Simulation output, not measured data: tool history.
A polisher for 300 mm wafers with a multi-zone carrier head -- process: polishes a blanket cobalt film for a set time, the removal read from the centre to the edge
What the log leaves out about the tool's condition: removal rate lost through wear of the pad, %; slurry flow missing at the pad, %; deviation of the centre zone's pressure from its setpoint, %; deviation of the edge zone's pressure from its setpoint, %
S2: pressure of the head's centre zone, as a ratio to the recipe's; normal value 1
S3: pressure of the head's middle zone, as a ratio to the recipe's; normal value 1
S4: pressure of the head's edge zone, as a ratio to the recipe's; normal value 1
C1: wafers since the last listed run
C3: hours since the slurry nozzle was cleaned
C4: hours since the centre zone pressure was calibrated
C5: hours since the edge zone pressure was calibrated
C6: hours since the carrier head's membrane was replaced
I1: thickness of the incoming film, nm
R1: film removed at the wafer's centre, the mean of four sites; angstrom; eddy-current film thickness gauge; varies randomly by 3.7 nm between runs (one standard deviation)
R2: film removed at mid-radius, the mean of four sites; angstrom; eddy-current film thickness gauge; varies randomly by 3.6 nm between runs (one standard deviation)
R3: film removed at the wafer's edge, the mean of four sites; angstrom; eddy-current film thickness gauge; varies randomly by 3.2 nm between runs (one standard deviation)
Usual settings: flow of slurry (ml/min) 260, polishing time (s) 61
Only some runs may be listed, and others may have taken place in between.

run 1 hour=0 | flow_of_slurry_(ml/min)=260 S2=1 S3=1 S4=1 polishing_time_(s)=61 | C1=0 wafers_polished_on_this_pad=523 C3=185.5 C4=694.2 C5=479.3 C6=355.3 | I1=877.7 | R1=3482 R2=3408 R3=3482
run 2 hour=49.8 | flow_of_slurry_(ml/min)=260 S2=1 S3=1 S4=1 polishing_time_(s)=61 | C1=586 wafers_polished_on_this_pad=1109 C3=235.3 C4=744 C5=529.1 C6=405.1 | I1=890 | R1=3309 R2=3356 R3=3396
run 3 hour=104.7 | flow_of_slurry_(ml/min)=260 S2=1 S3=1 S4=1 polishing_time_(s)=61 | C1=646 wafers_polished_on_this_pad=1756 C3=290.2 C4=798.9 C5=584 C6=460 | I1=899.4 | R1=3122 R2=3105 R3=3101
-- hour=132.3 worn pad replaced by a new one
run 4 hour=140.7 | flow_of_slurry_(ml/min)=260 S2=1 S3=1 S4=1.08 polishing_time_(s)=61 | C1=376 wafers_polished_on_this_pad=98 C3=326.2 C4=834.9 C5=620 C6=496 | I1=887.6 | R1=3402 R2=3434 R3=3572
-- hour=253.8 slurry nozzle cleaned
-- hour=307.5 worn pad replaced by a new one
run 5 hour=317.6 | flow_of_slurry_(ml/min)=260 S2=1 S3=1 S4=1 polishing_time_(s)=61 | C1=2025 wafers_polished_on_this_pad=118 C3=63.8 C4=1011.8 C5=796.9 C6=672.9 | I1=878.9 | R1=3511 R2=3478 R3=3520
run 6 hour=381.3 | flow_of_slurry_(ml/min)=260 S2=1 S3=1 S4=1 polishing_time_(s)=61 | C1=750 wafers_polished_on_this_pad=869 C3=127.5 C4=1075.5 C5=860.6 C6=736.6 | I1=879.8 | R1=3426 R2=3428 R3=3457
run 7 hour=442.6 | flow_of_slurry_(ml/min)=260 S2=1 S3=1 S4=1 polishing_time_(s)=61 | C1=722 wafers_polished_on_this_pad=1591 C3=188.8 C4=1136.8 C5=921.9 C6=797.9 | I1=884.9 | R1=3239 R2=3276 R3=3205
-- hour=456.6 edge zone pressure recalibrated
-- hour=473.9 worn pad replaced by a new one
run 8 hour=474.4 | flow_of_slurry_(ml/min)=260 S2=1 S3=1 S4=1 polishing_time_(s)=61 | C1=303 wafers_polished_on_this_pad=6 C3=220.6 C4=1168.6 C5=17.8 C6=829.7 | I1=885.7 | R1=3530 R2=3560 R3=3520
run 9 hour=506.7 | flow_of_slurry_(ml/min)=260 S2=1.07 S3=1 S4=1.09 polishing_time_(s)=45 | C1=380 wafers_polished_on_this_pad=386 C3=252.9 C4=1200.9 C5=50.1 C6=862 | I1=891.7 | R1=2766 R2=2575 R3=2693
run 10 hour=535.4 | flow_of_slurry_(ml/min)=230 S2=1.06 S3=1 S4=0.97 polishing_time_(s)=61 | C1=338 wafers_polished_on_this_pad=724 C3=281.6 C4=1229.6 C5=78.8 C6=890.7 | I1=885.3 | R1=3583 R2=3390 R3=3474
-- hour=556.6 centre zone pressure recalibrated
-- hour=582.8 carrier head's membrane replaced by a new one
run 11 hour=585.6 | flow_of_slurry_(ml/min)=260 S2=1 S3=1 S4=1 polishing_time_(s)=61 | C1=508 wafers_polished_on_this_pad=1233 C3=331.8 C4=29 C5=129 C6=2.8 | I1=890.6 | R1=3333 R2=3370 R3=3355
-- hour=620.1 worn pad replaced by a new one
run 12 hour=656.5 | flow_of_slurry_(ml/min)=260 S2=1 S3=1 S4=1 polishing_time_(s)=61 | C1=788 wafers_polished_on_this_pad=429 C3=402.7 C4=99.9 C5=199.9 C6=73.7 | I1=882.1 | R1=3357 R2=3475 R3=3478
-- hour=667.2 slurry nozzle cleaned
run 13 hour=704.6 | flow_of_slurry_(ml/min)=260 S2=0.96 S3=1 S4=1 polishing_time_(s)=61 | C1=554 wafers_polished_on_this_pad=984 C3=37.4 C4=148 C5=248 C6=121.8 | I1=877 | R1=3332 R2=3452 R3=3506
run 14 hour=745.1 | flow_of_slurry_(ml/min)=260 S2=1 S3=1 S4=1 polishing_time_(s)=52 | C1=477 wafers_polished_on_this_pad=1461 C3=77.9 C4=188.5 C5=288.5 C6=162.3 | I1=903.1 | R1=2831 R2=2811 R3=2853
-- hour=799.1 worn pad replaced by a new one
run 15 hour=799.6 | flow_of_slurry_(ml/min)=335 S2=1 S3=1.04 S4=1.08 polishing_time_(s)=42 | C1=594 wafers_polished_on_this_pad=6 C3=132.4 C4=243 C5=343 C6=216.8 | I1=890.3 | R1=2494 R2=2594 R3=2564
run 16 hour=838.6 | flow_of_slurry_(ml/min)=260 S2=1 S3=1 S4=1 polishing_time_(s)=61 | C1=459 wafers_polished_on_this_pad=465 C3=171.4 C4=282 C5=382 C6=255.8 | I1=896.6 | R1=3534 R2=3412 R3=3567

Predict each of these 4 candidate next runs independently; none follows another, all start after run 16:
run A hour=839 | flow_of_slurry_(ml/min)=260 S2=1 S3=0.92 S4=1 polishing_time_(s)=61 | C1=4 wafers_polished_on_this_pad=470 C3=171.8 C4=282.4 C5=382.4 C6=256.2 | I1=883.6 | R1=? R2=? R3=?
run B hour=839 | flow_of_slurry_(ml/min)=260 S2=1.1 S3=0.95 S4=1.06 polishing_time_(s)=46 | C1=4 wafers_polished_on_this_pad=470 C3=171.8 C4=282.4 C5=382.4 C6=256.2 | I1=883.6 | R1=? R2=? R3=?
run C hour=839 | flow_of_slurry_(ml/min)=190 S2=1 S3=1 S4=1 polishing_time_(s)=80 | C1=4 wafers_polished_on_this_pad=470 C3=171.8 C4=282.4 C5=382.4 C6=256.2 | I1=883.6 | R1=? R2=? R3=?
run D hour=839 | flow_of_slurry_(ml/min)=260 S2=1.12 S3=1 S4=1.05 polishing_time_(s)=74 | C1=4 wafers_polished_on_this_pad=470 C3=171.8 C4=282.4 C5=382.4 C6=256.2 | I1=883.6 | R1=? R2=? R3=?

run=A R1=3547 R2=3268 R3=3451
run=B R1=2945 R2=2530 R3=2676
run=C R1=4527 R2=4483 R3=4438
run=D R1=4826 R2=4248 R3=4283
Take away the tool's hidden state, keep each run's random variation, and the runs would have read:
run=A R1=3643 R2=3354 R3=3538
run=B R1=3025 R2=2597 R3=2743
run=C R1=4656 R2=4607 R3=4553
run=D R1=4957 R2=4361 R3=4390

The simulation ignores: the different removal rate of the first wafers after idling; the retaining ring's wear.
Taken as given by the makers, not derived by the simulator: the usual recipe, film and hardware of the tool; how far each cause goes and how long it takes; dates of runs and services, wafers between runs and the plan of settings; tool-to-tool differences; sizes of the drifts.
